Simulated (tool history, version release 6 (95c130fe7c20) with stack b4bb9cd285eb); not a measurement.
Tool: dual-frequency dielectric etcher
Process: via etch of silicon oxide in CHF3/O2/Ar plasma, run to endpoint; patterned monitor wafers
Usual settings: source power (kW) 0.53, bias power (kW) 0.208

run,day,source power (kW),bias power (kW),"incoming incoming film thickness, nm",endpoint time (s)
1,0,0.53,0.196,537.8,267.8
2,1.154,0.53,0.196,529.4,261.4
3,2.229,0.53,0.196,537.2,263.9
4,3.729,0.63,0.187,532.1,250
5,4.521,0.53,0.208,530.1,256.2
6,5.592,0.53,0.208,538.1,259.6
7,6.879,0.53,0.208,532,254.1
8,7.958,0.49,0.208,535.9,261.6
# day 9.762: source power generator calibrated
# day 10.7: bias power generator calibrated
9,11.333,0.64,0.163,534.8,252.8
# day 12.383: wet clean of the chamber
# day 12.771: upper electrode replaced
10,12.792,0.45,0.163,533.4,301.1
11,13.867,0.45,0.208,539.2,286.1
12,14.479,0.53,0.208,537.1,269.2
13,15.475,0.53,0.233,532.4,256.7
14,16.042,0.53,0.253,531.4,251
15,17.271,0.53,0.171,540.2,282.5

3 ways to go on from here, each from the tool as it stands after run 15. What would each give?
A,17.292,0.6,0.208,533,?
B,17.292,0.65,0.208,533,?
C,17.292,0.43,0.208,533,?

run,endpoint time (s)
A,253.1
B,246.7
C,280.7
Without the tool's hidden state the same runs would have given:
run,endpoint time (s)
A,255.6
B,249.1
C,283.5

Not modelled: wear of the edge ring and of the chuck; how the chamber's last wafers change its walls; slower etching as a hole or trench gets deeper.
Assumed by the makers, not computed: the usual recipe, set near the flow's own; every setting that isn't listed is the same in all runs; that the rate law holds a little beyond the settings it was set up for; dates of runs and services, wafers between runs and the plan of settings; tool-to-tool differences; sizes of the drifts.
